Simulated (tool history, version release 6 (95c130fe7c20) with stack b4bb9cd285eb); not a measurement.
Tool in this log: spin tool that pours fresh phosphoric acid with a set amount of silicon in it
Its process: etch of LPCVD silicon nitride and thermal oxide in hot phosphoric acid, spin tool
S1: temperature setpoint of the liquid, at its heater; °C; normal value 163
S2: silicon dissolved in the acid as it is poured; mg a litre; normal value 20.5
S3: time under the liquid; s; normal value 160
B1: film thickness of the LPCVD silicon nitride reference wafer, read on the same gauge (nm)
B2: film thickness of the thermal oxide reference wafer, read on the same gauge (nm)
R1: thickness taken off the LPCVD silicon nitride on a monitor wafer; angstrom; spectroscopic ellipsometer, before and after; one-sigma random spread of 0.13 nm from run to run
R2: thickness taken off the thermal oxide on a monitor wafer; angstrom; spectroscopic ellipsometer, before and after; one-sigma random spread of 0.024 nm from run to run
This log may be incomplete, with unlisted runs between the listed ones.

run,hour,S1,S2,S3,B1,B2,R1,R2
1,0,163,20.5,160,30,100.004,128.1,2.29
2,38.1,163,20.5,160,30.02,99.983,125.9,2.19
3,78.4,163,30.5,160,29.98,99.947,127.3,1.51
4,121.1,163,30.5,160,30,100,126.8,1.83
5,161.6,164.5,20.5,160,29.99,99.986,131.7,2.89
# hour 180.6: gauge calibrated
6,230.5,165,20.5,160,30.01,100.006,133.7,2.57
7,298.3,163,4,160,29.97,100.004,123.9,3.71
# hour 301: heated supply line repaired
8,323.8,163,20.5,160,29.99,99.976,143.1,3.09
9,356.7,163,6.5,160,30,99.981,142.9,4.45
# hour 368.4: thermometer replaced
# hour 402.8: dissolved silicon flow meter replaced
10,414.9,165.5,10,205,29.99,100.03,197.6,6.07
11,466.1,163,29.5,160,30.01,99.968,142.6,2.6
12,504.6,163,20.5,160,30,99.979,143.5,3.27
13,546.1,163,20.5,160,30.01,100.035,144.4,3.08
14,586.9,163,20.5,160,29.99,99.981,142.7,2.65
15,623.1,163,32,215,30.01,99.985,191.6,2.64
16,691.3,164.5,20.5,70,29.99,99.943,65.6,1.49
17,753.8,161,5,115,30,100.059,95.4,2.85
18,805.8,160.5,13,220,30.01,100.032,174.8,4.02
19,851,163,20.5,160,29.98,99.998,140.3,2.6

Run 20 has not been measured yet. What should we expect?
20,892.3,161.5,20.5,160,?,?,?,?

{"run 20": {"B1": 29.99, "B2": 99.997, "R1": 134.3, "R2": 2.79}}
Without the tool's hidden state the same run would have given R1 137.9 angstrom, R2 2.96 angstrom.
